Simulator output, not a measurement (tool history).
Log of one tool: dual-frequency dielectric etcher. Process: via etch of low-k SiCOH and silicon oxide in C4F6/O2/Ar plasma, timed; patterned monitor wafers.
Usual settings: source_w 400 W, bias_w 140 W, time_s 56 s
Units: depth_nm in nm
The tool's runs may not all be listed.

run,hour,source_w,bias_w,time_s,"read-back reference wafer on the same gauge, depth_nm",depth_nm
1,0,400,140,56,150.9,129.1
# hour 114.5: wet clean of the chamber
2,115,400,140,56,151,126.9
3,245.1,400,140,56,151.1,128.1
4,281.9,400,140,56,151.1,128.1
5,322,400,140,56,150.9,128.9
6,404.8,400,140,56,151,129.6
7,467.9,400,140,56,151.1,129.2
8,544.8,400,140,56,151.1,130.1
# hour 582.1: wet clean of the chamber
9,585.1,400,140,56,151,126.7
10,658.2,400,140,56,151,127.1
11,725.8,400,140,56,151.1,127.2
# hour 746.7: source power generator calibrated
12,770.3,400,167,56,151,133
13,828.2,400,167,56,151,133.5
14,871.4,440,151,67.5,151,162.6
15,942.2,400,140,56,151,128.6
# hour 990.8: wet clean of the chamber
16,1002.8,400,140,56,150.9,126.6
# hour 1067: upper electrode replaced
# hour 1084.1: gauge calibrated
17,1101.4,360,108,44,151.1,92.2
18,1192.6,360,140,71.5,151,159
19,1291.1,400,140,65.5,150.9,150.4
20,1397.3,330,170,48,151,109.8
# hour 1436.2: wet clean of the chamber
21,1456,300,140,51.5,150.9,108.1
# hour 1473.7: bias power generator calibrated
22,1557.8,440,151,67.5,151,161.6
23,1650.4,350,127,64,151,138.6
24,1723.6,340,125,66.5,151,142.7
# hour 1821.5: wet clean of the chamber
25,1822,490,156,45,151.1,111.2
26,1871.4,460,121,69.5,150.9,159.5
27,1925.4,370,151,40.5,151.1,92
28,1965.2,360,140,56,151,124.5

Forecast each of these 5 alternatives for the next run:
A,1965.6,400,140,45.5,?,?
B,1965.6,340,156,56,?,?
C,1965.6,400,140,40.5,?,?
D,1965.6,340,140,56,?,?
E,1965.6,400,140,60.5,?,?

run,"read-back reference wafer on the same gauge, depth_nm",depth_nm
A,150.8,104
B,150.8,125.5
C,150.8,92.6
D,150.8,122.3
E,150.8,138.3
Without the tool's hidden state the same runs would have given:
run,depth_nm
A,103.1
B,124.4
C,91.8
D,121.3
E,137.1
